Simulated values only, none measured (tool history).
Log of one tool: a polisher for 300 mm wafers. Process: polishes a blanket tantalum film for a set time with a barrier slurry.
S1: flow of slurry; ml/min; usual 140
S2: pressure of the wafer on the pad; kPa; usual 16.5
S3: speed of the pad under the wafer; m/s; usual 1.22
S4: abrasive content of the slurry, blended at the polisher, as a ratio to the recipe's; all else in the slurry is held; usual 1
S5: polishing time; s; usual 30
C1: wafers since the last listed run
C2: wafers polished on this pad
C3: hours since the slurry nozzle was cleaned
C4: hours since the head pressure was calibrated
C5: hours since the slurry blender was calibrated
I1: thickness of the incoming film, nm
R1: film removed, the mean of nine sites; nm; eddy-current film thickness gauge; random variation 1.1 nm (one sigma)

run    hour   S1    S2    S3    S4  S5    C1    C2     C3     C4     C5     I1     R1
  1       0  140  18.6  1.22     1  30     0  5946  333.9    241  401.6  210.6   85.2
        7.2  -- slurry blender recalibrated
       76.5  -- worn pad replaced by a new one
  2    83.2  125  15.2  1.22     1  30  1225   106  417.1  324.2     76    211   71.7
  3   120.7  140  16.5  1.22     1  30   595   701  454.6  361.7  113.5    212   77.7
      144.3  -- slurry nozzle cleaned
  4     219  140  16.5  1.22     1  30  1544  2246   74.7    460  211.8    210   81.5
  5   295.4  140  16.5  1.22     1  30  1212  3458  151.1  536.4  288.2  211.9     82
      353.1  -- head pressure recalibrated
  6   354.5  140  16.5  1.22     1  30   906  4365  210.2    1.4  347.3  206.8     79
        381  -- slurry blender recalibrated
  7   409.9  140  16.5   1.5     1  26   847  5212  265.6   56.8   28.9  209.9   89.9
  8   464.6  140  16.5   1.5     1  26   868  6081  320.3  111.5   83.6  212.3   85.6
      540.4  -- worn pad replaced by a new one
      550.6  -- slurry nozzle cleaned
  9   558.6  140  16.5   1.5     1  26  1412   272      8  205.5  177.6  210.6   86.9
 10   639.6  140  16.5  1.22     1  30  1285  1558     89  286.5  258.6    210   80.9
 11   694.9  140  16.5  1.22     1  30   877  2435  144.3  341.8  313.9  213.3   81.2
 12     746  140  16.5  1.22     1  30   811  3247  195.4  392.9    365  212.2   78.8
      785.3  -- slurry blender recalibrated
 13   809.8  140  16.5  1.22     1  30   980  4227  259.2  456.7   24.5  209.2   83.3
 14   869.3  140  16.5  1.22     1  30   944  5172  318.7  516.2     84  212.8   80.3
        932  -- head pressure recalibrated
 15   932.9  140  16.5  1.22     1  30   977  6150  382.3    0.9  147.6    208   78.2
      938.7  -- slurry nozzle cleaned
      991.9  -- worn pad replaced by a new one
 16  1018.3  125  16.5  1.22   0.9  30  1276   419   79.6   86.3    233  209.5   75.9
 17  1113.4  140  13.8  1.22     1  30  1509  1928  174.7  181.4  328.1  205.7   68.3
 18  1177.1  140  16.5  1.22     1  30  1011  2939  238.4  245.1  391.8  206.3   79.2
     1214.9  -- slurry blender recalibrated
 19  1271.7  140  16.5  1.22     1  26  1469  4409    333  339.7   56.8  208.5   70.7
 20  1313.2  120  16.5  1.22     1  30   658  5068  374.5  381.2   98.3  212.7   75.5
     1321.5  -- slurry nozzle cleaned
 21    1391  125  13.8  1.38  1.25  30  1219  6287   69.5    459  176.1  209.9   85.7
     1452.9  -- worn pad replaced by a new one
 22  1484.5  140  16.5  1.08     1  30  1420   501    163  552.5  269.6  206.7     74
     1579.2  -- head pressure recalibrated
 23  1590.7  140  16.5  1.22     1  30  1653  2154  269.2   11.5  375.8  210.2     80
     1657.6  -- slurry blender recalibrated
 24  1659.4  140  19.3   0.8   0.7  30  1058  3213  337.9   80.2    1.8  207.4   51.6
       1746  -- slurry nozzle cleaned
 25  1746.3  165  16.5  1.22     1  30  1363  4577    0.3  167.1   88.7  212.4   86.9
 26  1839.3  170  16.5  1.64   0.8  25  1476  6053   93.3  260.1  181.7  207.3   79.3
     1896.1  -- worn pad replaced by a new one
 27  1896.6  140  16.5  1.22     1  30   846     7  150.6  317.4    239  208.6     82
 28  1959.5  140  13.1  1.22     1  30   998  1005  213.5  380.3  301.9  211.9   64.5
 29  2046.4  140  16.5   1.6     1  39  1379  2385  300.4  467.2  388.8  209.4  128.1

Hidden state at the last listed run before each entry between runs and at the first one after, where it differs:
Between runs 1 and 2: slurry blender recalibrated (hour 7.2); worn pad replaced by a new one (hour 76.5)
  slurry flow missing at the pad, %: 19.4 -> 30.2; abrasive missing from the slurry, %: 14 -> 6.32
  measured less the result without the state, R1: -11.4 -> -8.7 nm
Between runs 3 and 4: slurry nozzle cleaned (hour 144.3)
  slurry flow missing at the pad, %: 35.9 -> 5.24; abrasive missing from the slurry, %: 8.32 -> 11.6
  measured less the result without the state, R1: -11.6 -> -6.5 nm
Between runs 5 and 6: head pressure recalibrated (hour 353.1)
  slurry flow missing at the pad, %: 8.23 -> 11.9; abrasive missing from the slurry, %: 13 -> 13.6
  measured less the result without the state, R1: -8 -> -8.8 nm
Between runs 6 and 7: slurry blender recalibrated (hour 381)
  slurry flow missing at the pad, %: 11.9 -> 16.5; abrasive missing from the slurry, %: 13.6 -> 3.06
  measured less the result without the state, R1: -8.8 -> -4.6 nm
Between runs 8 and 9: worn pad replaced by a new one (hour 540.4); slurry nozzle cleaned (hour 550.6)
  slurry flow missing at the pad, %: 22.1 -> 3.1; abrasive missing from the slurry, %: 6.93 -> 10.9
  measured less the result without the state, R1: -7.7 -> -6.2 nm
Between runs 12 and 13: slurry blender recalibrated (hour 785.3)
  slurry flow missing at the pad, %: 9.72 -> 14.8; abrasive missing from the slurry, %: 13.9 -> 3.13
  measured less the result without the state, R1: -8.5 -> -3.9 nm
Between runs 14 and 15: head pressure recalibrated (hour 932)
  slurry flow missing at the pad, %: 20.7 -> 28.5; abrasive missing from the slurry, %: 7.39 -> 10.3
  measured less the result without the state, R1: -7.1 -> -10.6 nm
Between runs 15 and 16: slurry nozzle cleaned (hour 938.7); worn pad replaced by a new one (hour 991.9)
  slurry flow missing at the pad, %: 28.5 -> 2.9; abrasive missing from the slurry, %: 10.3 -> 12.7
  measured less the result without the state, R1: -10.6 -> -7.2 nm
Between runs 18 and 19: slurry blender recalibrated (hour 1214.9)
  slurry flow missing at the pad, %: 11.7 -> 21; abrasive missing from the slurry, %: 14.6 -> 5.5
  measured less the result without the state, R1: -9.4 -> -5.5 nm
Between runs 20 and 21: slurry nozzle cleaned (hour 1321.5)
  slurry flow missing at the pad, %: 26.1 -> 1.12; abrasive missing from the slurry, %: 8.01 -> 11.1
  measured less the result without the state, R1: -9 -> -4.6 nm
Between runs 21 and 22: worn pad replaced by a new one (hour 1452.9)
  slurry flow missing at the pad, %: 1.12 -> 4.89; abrasive missing from the slurry, %: 11.1 -> 13.1
  measured less the result without the state, R1: -4.6 -> -6.8 nm
Between runs 22 and 23: head pressure recalibrated (hour 1579.2)
  slurry flow missing at the pad, %: 4.89 -> 12.9; abrasive missing from the slurry, %: 13.1 -> 14.3
  measured less the result without the state, R1: -6.8 -> -9.5 nm
Between runs 23 and 24: slurry blender recalibrated (hour 1657.6)
  slurry flow missing at the pad, %: 12.9 -> 20.1; abrasive missing from the slurry, %: 14.3 -> 0.993
  measured less the result without the state, R1: -9.5 -> -2.6 nm
Between runs 24 and 25: slurry nozzle cleaned (hour 1746)
  slurry flow missing at the pad, %: 20.1 -> 0.576; abrasive missing from the slurry, %: 0.993 -> 7.69
  measured less the result without the state, R1: -2.6 -> -3.8 nm
Between runs 26 and 27: worn pad replaced by a new one (hour 1896.1)
  slurry flow missing at the pad, %: 2.09 -> 4.51; abrasive missing from the slurry, %: 11.5 -> 12.8
  measured less the result without the state, R1: -7.4 -> -7.2 nm
